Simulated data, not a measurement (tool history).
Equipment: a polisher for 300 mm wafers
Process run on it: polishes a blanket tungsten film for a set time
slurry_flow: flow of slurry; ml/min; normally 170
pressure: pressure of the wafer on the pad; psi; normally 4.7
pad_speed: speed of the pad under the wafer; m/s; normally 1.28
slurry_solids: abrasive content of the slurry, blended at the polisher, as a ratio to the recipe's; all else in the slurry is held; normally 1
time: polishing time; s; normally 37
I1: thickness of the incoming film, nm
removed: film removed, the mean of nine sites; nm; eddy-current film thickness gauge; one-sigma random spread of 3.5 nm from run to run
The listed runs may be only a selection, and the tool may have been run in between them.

run 1 hour=0 | slurry_flow=185 pressure=4.7 pad_speed=1.28 slurry_solids=1 time=37 | I1=798.1 | removed=236.3
run 2 hour=69.7 | slurry_flow=170 pressure=4.7 pad_speed=1.28 slurry_solids=1 time=28 | I1=796.1 | removed=169.8
run 3 hour=99.3 | slurry_flow=170 pressure=4.7 pad_speed=1.28 slurry_solids=1 time=28 | I1=814.4 | removed=166.6
run 4 hour=123.4 | slurry_flow=170 pressure=5.3 pad_speed=1.28 slurry_solids=0.8 time=37 | I1=791.6 | removed=271
run 5 hour=156.8 | slurry_flow=170 pressure=5.3 pad_speed=1.28 slurry_solids=0.8 time=37 | I1=803.5 | removed=265.6
run 6 hour=203.4 | slurry_flow=170 pressure=5.3 pad_speed=1.28 slurry_solids=0.8 time=37 | I1=794.5 | removed=257.4
run 7 hour=271.4 | slurry_flow=170 pressure=5.6 pad_speed=1.58 slurry_solids=1.1 time=37 | I1=805.1 | removed=334.3
run 8 hour=340.8 | slurry_flow=190 pressure=4.7 pad_speed=1.28 slurry_solids=1 time=37 | I1=786.3 | removed=220.2
run 9 hour=370 | slurry_flow=170 pressure=4.7 pad_speed=1.28 slurry_solids=0.85 time=37 | I1=792.2 | removed=209.4
run 10 hour=397.3 | slurry_flow=170 pressure=5.5 pad_speed=1.28 slurry_solids=1.3 time=29 | I1=807.2 | removed=204.6
run 11 hour=424.2 | slurry_flow=185 pressure=5.4 pad_speed=1.28 slurry_solids=1.15 time=37 | I1=802.1 | removed=254.1
run 12 hour=527.5 | slurry_flow=170 pressure=4.7 pad_speed=1.28 slurry_solids=0.9 time=37 | I1=800.5 | removed=228.8
run 13 hour=580.1 | slurry_flow=170 pressure=4.7 pad_speed=1.28 slurry_solids=1 time=37 | I1=793.5 | removed=216.1
run 14 hour=652.1 | slurry_flow=170 pressure=5.3 pad_speed=1.28 slurry_solids=0.8 time=37 | I1=792 | removed=252.6
run 15 hour=694.9 | slurry_flow=170 pressure=5.6 pad_speed=1.28 slurry_solids=1 time=37 | I1=812.7 | removed=266
run 16 hour=734.4 | slurry_flow=170 pressure=6 pad_speed=1.02 slurry_solids=1 time=37 | I1=793.1 | removed=226
run 17 hour=771.3 | slurry_flow=170 pressure=4.7 pad_speed=0.92 slurry_solids=0.75 time=37 | I1=800.7 | removed=147
run 18 hour=838.9 | slurry_flow=170 pressure=4 pad_speed=1.5 slurry_solids=1.15 time=37 | I1=800.9 | removed=213.3
run 19 hour=874.2 | slurry_flow=170 pressure=4.7 pad_speed=1.16 slurry_solids=1 time=37 | I1=783.5 | removed=220.7
run 20 hour=923.5 | slurry_flow=210 pressure=5.8 pad_speed=1.28 slurry_solids=1 time=37 | I1=800.5 | removed=302.9
run 21 hour=963 | slurry_flow=170 pressure=6.2 pad_speed=1.14 slurry_solids=1.3 time=37 | I1=795.4 | removed=279.1
run 22 hour=991.3 | slurry_flow=170 pressure=4.7 pad_speed=1.28 slurry_solids=1 time=37 | I1=809.2 | removed=225.1
run 23 hour=1019.7 | slurry_flow=185 pressure=4.7 pad_speed=1.28 slurry_solids=1 time=26 | I1=804.9 | removed=154.6
run 24 hour=1044.1 | slurry_flow=170 pressure=4.7 pad_speed=1.28 slurry_solids=1 time=32 | I1=804.6 | removed=187.6
run 25 hour=1100.4 | slurry_flow=125 pressure=4.7 pad_speed=1 slurry_solids=1 time=37 | I1=806.6 | removed=150.4
run 26 hour=1135.8 | slurry_flow=145 pressure=5.9 pad_speed=1.28 slurry_solids=1.15 time=37 | I1=802.3 | removed=260.7

Taken out of this log: 12 entries between the listed runs. Where each belongs, and how the hidden state differs across it:
Logged between run 1 and run 2: head pressure recalibrated (hour 32.8); slurry blender recalibrated (hour 69.2)
  slurry flow missing at the pad, %: 19.5 -> 25.4; peroxide lost from the slurry, %: 32.6 -> 34.4
  measured value less the no-hidden-state value, removed: -51 -> -43.2 nm
Logged between run 3 and run 4: slurry tank refilled with fresh slurry and peroxide (hour 112.4)
  slurry flow missing at the pad, %: 27.4 -> 29; peroxide lost from the slurry, %: 34.9 -> 3.74
  measured value less the no-hidden-state value, removed: -44.3 -> -23.6 nm
Logged between run 5 and run 6: worn pad replaced by a new one (hour 184.5)
  slurry flow missing at the pad, %: 30.9 -> 33.3; peroxide lost from the slurry, %: 11.2 -> 19
  measured value less the no-hidden-state value, removed: -34.3 -> -46.6 nm
Logged between run 11 and run 12: slurry blender recalibrated (hour 442.2); slurry tank refilled with fresh slurry and peroxide (hour 518.6)
  slurry flow missing at the pad, %: 40.4 -> 42.3; peroxide lost from the slurry, %: 33.7 -> 13.1
  measured value less the no-hidden-state value, removed: -79.3 -> -44.9 nm
Logged between run 12 and run 13: worn pad replaced by a new one (hour 576.8)
  slurry flow missing at the pad, %: 42.3 -> 43; peroxide lost from the slurry, %: 13.1 -> 24.3
  measured value less the no-hidden-state value, removed: -44.9 -> -58.2 nm
Logged between run 13 and run 14: slurry nozzle cleaned (hour 624.9)
  slurry flow missing at the pad, %: 43 -> 6.27; peroxide lost from the slurry, %: 24.3 -> 33.8
  measured value less the no-hidden-state value, removed: -58.2 -> -48.8 nm
Logged between run 18 and run 19: slurry tank refilled with fresh slurry and peroxide (hour 852.8)
  slurry flow missing at the pad, %: 24.7 -> 27; peroxide lost from the slurry, %: 43.7 -> 8.98
  measured value less the no-hidden-state value, removed: -72.4 -> -22.8 nm
Logged between run 19 and run 20: slurry blender recalibrated (hour 883.4); worn pad replaced by a new one (hour 923)
  slurry flow missing at the pad, %: 27 -> 29.8; peroxide lost from the slurry, %: 8.98 -> 18.6
  measured value less the no-hidden-state value, removed: -22.8 -> -45 nm
Logged between run 20 and run 21: head pressure recalibrated (hour 949.4)
  slurry flow missing at the pad, %: 29.8 -> 31.7; peroxide lost from the slurry, %: 18.6 -> 24.1
  measured value less the no-hidden-state value, removed: -45 -> -57.4 nm
